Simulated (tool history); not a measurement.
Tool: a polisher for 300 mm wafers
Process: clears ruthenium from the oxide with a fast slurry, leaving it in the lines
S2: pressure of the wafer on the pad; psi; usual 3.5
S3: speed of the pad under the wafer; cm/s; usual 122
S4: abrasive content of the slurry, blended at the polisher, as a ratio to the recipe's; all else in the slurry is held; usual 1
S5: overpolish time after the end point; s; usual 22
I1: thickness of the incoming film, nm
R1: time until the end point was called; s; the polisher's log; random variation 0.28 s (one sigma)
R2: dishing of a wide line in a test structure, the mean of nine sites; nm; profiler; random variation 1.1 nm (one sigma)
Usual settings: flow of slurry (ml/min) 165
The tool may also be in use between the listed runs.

Run 1, hour 0: usual settings; I1 120.1. Result: R1 22.5 s, R2 56.5 nm.
Run 2, hour 7.1: usual settings; I1 118.8. Result: R1 22.1 s, R2 54.7 nm.
Run 3, hour 34.2: usual settings; I1 121.1. Result: R1 23.3 s, R2 57.5 nm.
Run 4, hour 50.2: usual settings; I1 119.8. Result: R1 23 s, R2 55.3 nm.
Run 5, hour 56.2: usual settings; I1 121.7. Result: R1 23.1 s, R2 54.8 nm.
At hour 96.1: worn pad replaced by a new one.
Run 6, hour 108.1: usual settings; I1 119.2. Result: R1 23 s, R2 57.4 nm.
Run 7, hour 117.7: usual settings but flow of slurry (ml/min) 205; I1 120.1. Result: R1 21.6 s, R2 58.9 nm.
Run 8, hour 134.9: usual settings but flow of slurry (ml/min) 205; I1 121.8. Result: R1 22.3 s, R2 59.1 nm.
Run 9, hour 146.3: usual settings but flow of slurry (ml/min) 205; I1 122.1. Result: R1 22.1 s, R2 58.1 nm.
At hour 152.2: slurry nozzle cleaned.
At hour 153.2: slurry blender recalibrated.
Run 10, hour 161: usual settings; I1 121.9. Result: R1 20.5 s, R2 58 nm.
Run 11, hour 170.1: usual settings; I1 118.7. Result: R1 20.2 s, R2 59.5 nm.
Run 12, hour 185.6: usual settings but flow of slurry (ml/min) 205; I1 117.9. Result: R1 19.4 s, R2 59.7 nm.
Run 13, hour 194.8: usual settings; I1 121.6. Result: R1 20.8 s, R2 57 nm.
Run 14, hour 212.6: usual settings; I1 122.3. Result: R1 22 s, R2 58.5 nm.
Run 15, hour 224.9: usual settings; I1 117.9. Result: R1 20.5 s, R2 57.8 nm.
Run 16, hour 231.5: usual settings but S5 13 s; I1 120.4. Result: R1 21.3 s, R2 46.6 nm.
At hour 238.3: worn pad replaced by a new one.
Run 17, hour 246.9: usual settings; I1 119.2. Result: R1 21.3 s, R2 56.4 nm.
At hour 250.3: head pressure recalibrated.
Run 18, hour 254.2: usual settings; I1 118.1. Result: R1 23.8 s, R2 54.9 nm.
Run 19, hour 265.9: usual settings but flow of slurry (ml/min) 125, S2 3.9 psi, S3 82 cm/s, S4 1.25; I1 117.8. Result: R1 29.3 s, R2 51 nm.
Run 20, hour 279: usual settings but flow of slurry (ml/min) 195, S2 4.4 psi, S3 142 cm/s, S5 15 s; I1 120.1. Result: R1 16.4 s, R2 55 nm.
Run 21, hour 287.1: usual settings but flow of slurry (ml/min) 215, S3 154 cm/s, S5 12 s; I1 119.6. Result: R1 19 s, R2 48.7 nm.
Run 22, hour 294.1: usual settings but S2 3.1 psi, S3 106 cm/s, S4 0.8, S5 10 s; I1 121.4. Result: R1 34.8 s, R2 29.5 nm.
Run 23, hour 301.3: usual settings but flow of slurry (ml/min) 225, S2 2.9 psi, S3 132 cm/s, S4 1.2; I1 119.9. Result: R1 24.7 s, R2 54.6 nm.
Run 24, hour 309: usual settings but flow of slurry (ml/min) 110, S3 146 cm/s; I1 119.8. Result: R1 22.9 s, R2 54.5 nm.
Run 25, hour 320.2: usual settings but flow of slurry (ml/min) 115, S2 4.6 psi, S4 0.85; I1 119.3. Result: R1 21.5 s, R2 57.6 nm.
Run 26, hour 335.8: usual settings but flow of slurry (ml/min) 145, S2 3.1 psi, S3 160 cm/s, S4 1.3; I1 118. Result: R1 20.5 s, R2 60.5 nm.
Run 27, hour 347.3: usual settings but S5 32 s; I1 119.9. Result: R1 24.3 s, R2 58.4 nm.
Run 28, hour 354.5: usual settings but flow of slurry (ml/min) 190, S3 146 cm/s, S4 1.1; I1 120. Result: R1 19.9 s, R2 59.4 nm.
At hour 359.8: worn pad replaced by a new one.
Run 29, hour 365.8: usual settings but flow of slurry (ml/min) 200, S2 2.7 psi, S4 1.1; I1 118.4. Result: R1 28.9 s, R2 50.9 nm.

3 ways to go on from here, each from the tool as it stands after run 29. What would each give?
Run A, hour 366.2: usual settings; I1 118.3. Result: R1 ?, R2 ?.
Run B, hour 366.2: usual settings but flow of slurry (ml/min) 130, S3 144 cm/s, S4 0.85, S5 35 s; I1 118.3. Result: R1 ?, R2 ?.
Run C, hour 366.2: usual settings but flow of slurry (ml/min) 225, S2 2.6 psi, S4 0.7; I1 118.3. Result: R1 ?, R2 ?.

run    R1    R2
  A  24.8  55.9
  B  23.9  64.3
  C  36.3  47.1
Without the tool's hidden state the same runs would have given:
run    R1    R2
  A  22.7  57.7
  B  21.7  65.3
  C  32.8  49.5
